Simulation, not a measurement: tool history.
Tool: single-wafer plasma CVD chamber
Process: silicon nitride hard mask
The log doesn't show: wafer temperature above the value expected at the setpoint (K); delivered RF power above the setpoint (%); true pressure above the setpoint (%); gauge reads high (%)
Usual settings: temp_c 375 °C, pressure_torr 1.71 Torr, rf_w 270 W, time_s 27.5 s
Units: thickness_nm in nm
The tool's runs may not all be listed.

run   hour  temp_c  pressure_torr  rf_w  time_s  wafers since the last listed run  hours since the last thermocouple change  hours since the last RF generator calibration  hours since the last manometer calibration  hours since the showerhead was replaced  hours since the gauge calibration  read-back reference wafer on the same gauge, thickness_nm  thickness_nm
  1      0     375           1.88   270    27.5                                 0                                    2592.7                                          953.5                                       527.6                                   2865.5                               69.5                                                     37.004        34.604
  2   15.6     375           1.88   270    27.5                               237                                    2608.3                                          969.1                                       543.2                                   2881.1                               85.1                                                     37.004        34.526
  3     31     375           1.88   270    27.5                               234                                    2623.7                                          984.5                                       558.6                                   2896.5                              100.5                                                     36.992        34.521
  4   58.6     375           1.71   270    27.5                               420                                    2651.3                                         1012.1                                       586.2                                   2924.1                              128.1                                                         37        33.103
  5   89.6     375           1.71   270    27.5                               472                                    2682.3                                         1043.1                                       617.2                                   2955.1                              159.1                                                     36.978        33.046
  6  115.7     375           1.71   270    27.5                               397                                    2708.4                                         1069.2                                       643.3                                   2981.2                              185.2                                                     37.016        33.246
  7  136.6     375           1.71   270    27.5                               318                                    2729.3                                         1090.1                                       664.2                                   3002.1                              206.1                                                     37.005        33.176
  8  169.6     375           1.71   270    27.5                               503                                    2762.3                                         1123.1                                       697.2                                   3035.1                              239.1                                                     37.004        33.107
  9  193.8     375           1.71   270    27.5                               368                                    2786.5                                         1147.3                                       721.4                                   3059.3                              263.3                                                     37.025        33.189
 10  223.1     375           2.02   270    27.5                               446                                    2815.8                                         1176.6                                       750.7                                   3088.6                              292.6                                                     36.997        35.422
     234.5  -- thermocouple changed; heater temperature recalibrated
 11  243.8     375           2.02   270    27.5                               193                                       9.3                                         1197.3                                       771.4                                   3109.3                              313.3                                                     37.011        35.528
 12  276.5     375           1.71   270    27.5                               498                                        42                                           1230                                       804.1                                     3142                                346                                                     36.997        32.973
 13    299     375           1.71   270    27.5                               342                                      64.5                                         1252.5                                       826.6                                   3164.5                              368.5                                                         37        33.178
 14  320.9     375           1.71   270    27.5                               333                                      86.4                                         1274.4                                       848.5                                   3186.4                              390.4                                                     36.991        33.247
 15  350.1     375           1.32   245    25.8                               445                                     115.6                                         1303.6                                       877.7                                   3215.6                              419.6                                                     37.011        25.318
 16  376.7     375           1.97   270    27.5                               405                                     142.2                                         1330.2                                       904.3                                   3242.2                              446.2                                                     37.004        35.176
     404.5  -- capacitance manometer re-zeroed and calibrated
 17    405     375           2.02   305    24.6                               309                                     170.5                                         1358.5                                         0.5                                   3270.5                              474.5                                                     36.988        34.223
 18    436     375           1.36   270    27.5                               472                                     201.5                                         1389.5                                        31.5                                   3301.5                              505.5                                                     36.998        29.283
 19  463.2     375           1.71   270    27.5                               414                                     228.7                                         1416.7                                        58.7                                   3328.7                              532.7                                                         37        33.179
 20  477.7     375           1.71   320    27.5                               221                                     243.2                                         1431.2                                        73.2                                   3343.2                              547.2                                                     37.005        36.776
 21  490.1     388           1.71   270    27.5                               189                                     255.6                                         1443.6                                        85.6                                   3355.6                              559.6                                                     36.992        33.031
 22  525.4     368           1.32   270      30                               538                                     290.9                                         1478.9                                       120.9                                   3390.9                              594.9                                                     36.985        31.449
 23  540.9     367           1.52   300    23.5                               236                                     306.4                                         1494.4                                       136.4                                   3406.4                              610.4                                                     36.998        28.768
 24  553.6     375           1.58   300    25.4                               193                                     319.1                                         1507.1                                       149.1                                   3419.1                              623.1                                                     37.005        31.365
     558.2  -- gauge calibrated
 25  574.2     375           1.71   285    27.5                               314                                     339.7                                         1527.7                                       169.7                                   3439.7                                 16                                                     36.985        34.215
     584.5  -- RF generator calibrated
     603.1  -- showerhead replaced
 26  638.6     375           1.71   270    27.5                               737                                     404.1                                           54.1                                       234.1                                     35.5                               80.4                                                     37.018        33.246
 27  663.1     386           1.71   270    27.5                               373                                     428.6                                           78.6                                       258.6                                       60                              104.9                                                     36.993        32.951
 28  688.4     387           2.08   270    27.5                               385                                     453.9                                          103.9                                       283.9                                     85.3                              130.2                                                     37.012        35.841
 29  772.7     375           1.71   270    27.5                              1285                                     538.2                                          188.2                                       368.2                                    169.6                              214.5                                                     36.984        33.232
 30  804.6     379           1.51   295    29.5                               486                                     570.1                                          220.1                                       400.1                                    201.5                              246.4                                                     36.996        35.391

3 ways to go on from here, each from the tool as it stands after run 30. What would each give?
  A   805     375           1.71   240    27.5                                 6                                     570.5                                          220.5                                       400.5                                    201.9                              246.8                                                          ?             ?
  B   805     375           1.93   270    22.5                                 6                                     570.5                                          220.5                                       400.5                                    201.9                              246.8                                                          ?             ?
  C   805     382           1.71   300    27.5                                 6                                     570.5                                          220.5                                       400.5                                    201.9                              246.8                                                          ?             ?

run  read-back reference wafer on the same gauge, thickness_nm  thickness_nm
  A                                                     37.005        30.815
  B                                                     37.005         28.62
  C                                                     37.005        35.329
Without the tool's hidden state the same runs would have given:
run  thickness_nm
  A        30.815
  B         28.62
  C        35.329
